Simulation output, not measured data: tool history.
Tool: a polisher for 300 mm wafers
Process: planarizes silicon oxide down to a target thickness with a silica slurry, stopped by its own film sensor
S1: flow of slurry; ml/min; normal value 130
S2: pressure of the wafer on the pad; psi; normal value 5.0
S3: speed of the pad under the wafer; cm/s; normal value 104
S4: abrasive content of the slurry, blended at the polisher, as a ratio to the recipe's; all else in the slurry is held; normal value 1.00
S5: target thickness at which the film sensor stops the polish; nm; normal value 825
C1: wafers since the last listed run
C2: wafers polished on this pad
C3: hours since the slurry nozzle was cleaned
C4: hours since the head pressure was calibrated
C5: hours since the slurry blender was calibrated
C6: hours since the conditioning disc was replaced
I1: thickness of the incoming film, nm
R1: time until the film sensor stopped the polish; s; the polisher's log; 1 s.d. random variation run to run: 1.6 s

Run 1, day 0.000: usual settings but S3 76 cm/s; C1 0; C2 1029; C3 489.1; C4 473.2; C5 288.3; C6 57.5; I1 1262.3. Result: R1 167.6 s.
At day 0.546: worn pad replaced by a new one.
Run 2, day 0.800: usual settings but S3 76 cm/s; C1 99; C2 39; C3 508.3; C4 492.4; C5 307.5; C6 76.7; I1 1279.3. Result: R1 171.0 s.
Run 3, day 1.521: usual settings; C1 112; C2 152; C3 525.6; C4 509.7; C5 324.8; C6 94.0; I1 1281.9. Result: R1 135.0 s.
Run 4, day 2.342: usual settings but S4 1.15; C1 128; C2 280; C3 545.3; C4 529.4; C5 344.5; C6 113.7; I1 1299.1. Result: R1 127.7 s.
Run 5, day 2.996: usual settings but S4 1.15; C1 102; C2 383; C3 561.0; C4 545.1; C5 360.2; C6 129.4; I1 1272.0. Result: R1 118.7 s.
Run 6, day 3.892: usual settings but S4 1.15; C1 140; C2 523; C3 582.5; C4 566.6; C5 381.7; C6 150.9; I1 1298.6. Result: R1 127.6 s.
Run 7, day 5.138: usual settings; C1 194; C2 718; C3 612.4; C4 596.5; C5 411.6; C6 180.8; I1 1303.7. Result: R1 142.1 s.
Run 8, day 5.804: usual settings; C1 104; C2 822; C3 628.4; C4 612.5; C5 427.6; C6 196.8; I1 1283.9. Result: R1 137.2 s.
Run 9, day 6.471: usual settings; C1 104; C2 926; C3 644.4; C4 628.5; C5 443.6; C6 212.8; I1 1316.2. Result: R1 144.9 s.
Run 10, day 7.321: usual settings; C1 132; C2 1059; C3 664.8; C4 648.9; C5 464.0; C6 233.2; I1 1301.0. Result: R1 142.4 s.
Run 11, day 8.146: usual settings; C1 129; C2 1188; C3 684.6; C4 668.7; C5 483.8; C6 253.0; I1 1289.4. Result: R1 139.8 s.
At day 8.654: slurry blender recalibrated.
At day 9.092: worn pad replaced by a new one.
Run 12, day 10.158: usual settings but S1 150 ml/min; C1 275; C2 167; C3 732.9; C4 717.0; C5 36.1; C6 301.3; I1 1290.9. Result: R1 136.2 s.
Run 13, day 10.958: usual settings but S2 5.7 psi, S3 134 cm/s; C1 125; C2 292; C3 752.1; C4 736.2; C5 55.3; C6 320.5; I1 1304.1. Result: R1 104.8 s.
Run 14, day 12.367: usual settings but S1 155 ml/min, S2 3.3 psi, S4 1.30, S5 699 nm; C1 220; C2 512; C3 785.9; C4 770.0; C5 89.1; C6 354.3; I1 1294.9. Result: R1 215.2 s.
Run 15, day 13.529: usual settings; C1 181; C2 694; C3 813.8; C4 797.9; C5 117.0; C6 382.2; I1 1289.1. Result: R1 139.1 s.
Run 16, day 14.600: usual settings but S3 86 cm/s, S5 971 nm; C1 167; C2 861; C3 839.5; C4 823.6; C5 142.7; C6 407.9; I1 1305.9. Result: R1 119.0 s.
At day 15.346: slurry nozzle cleaned.
Run 17, day 15.775: usual settings but S2 4.4 psi; C1 177; C2 1039; C3 10.3; C4 851.8; C5 170.9; C6 436.1; I1 1269.3. Result: R1 168.5 s.
At day 15.879: conditioning disc replaced and pad reconditioned.
At day 16.292: worn pad replaced by a new one.
Run 18, day 16.783: usual settings but S5 770 nm; C1 118; C2 76; C3 34.5; C4 876.0; C5 195.1; C6 21.7; I1 1288.8. Result: R1 176.8 s.
Run 19, day 18.162: usual settings; C1 215; C2 292; C3 67.6; C4 909.1; C5 228.2; C6 54.8; I1 1320.6. Result: R1 170.3 s.
At day 18.733: head pressure recalibrated.
Run 20, day 19.662: usual settings; C1 221; C2 514; C3 103.6; C4 22.3; C5 264.2; C6 90.8; I1 1294.4. Result: R1 167.5 s.
Run 21, day 20.371: usual settings but S2 5.7 psi, S3 134 cm/s; C1 110; C2 625; C3 120.6; C4 39.3; C5 281.2; C6 107.8; I1 1288.8. Result: R1 117.3 s.
At day 20.454: slurry nozzle cleaned, repeated, since the last time left the tool worse.
Run 22, day 21.658: usual settings but S2 5.6 psi, S3 88 cm/s, S4 1.10; C1 194; C2 820; C3 28.9; C4 70.2; C5 312.1; C6 138.7; I1 1292.7. Result: R1 127.8 s.
Run 23, day 22.483: usual settings but S2 3.7 psi, S3 72 cm/s, S4 0.80; C1 129; C2 949; C3 48.7; C4 90.0; C5 331.9; C6 158.5; I1 1279.0. Result: R1 291.0 s.
Run 24, day 23.983: usual settings but S2 3.9 psi, S4 0.90, S5 716 nm; C1 234; C2 1183; C3 84.7; C4 126.0; C5 367.9; C6 194.5; I1 1284.4. Result: R1 235.1 s.

Alternative continuations, all from the tool just after run 24; predict every row:
Run A, day 24.004: usual settings; C1 3; C2 1187; C3 85.2; C4 126.5; C5 368.4; C6 195.0; I1 1299.2. Result: R1 ?.
Run B, day 24.004: usual settings but S1 165 ml/min; C1 3; C2 1187; C3 85.2; C4 126.5; C5 368.4; C6 195.0; I1 1299.2. Result: R1 ?.
Run C, day 24.004: usual settings but S4 0.80; C1 3; C2 1187; C3 85.2; C4 126.5; C5 368.4; C6 195.0; I1 1299.2. Result: R1 ?.

run     R1
  A  134.5
  B  128.1
  C  166.0
With the hidden condition removed and each run's random variation left untouched, the same runs would have given:
run     R1
  A  131.9
  B  126.1
  C  162.8
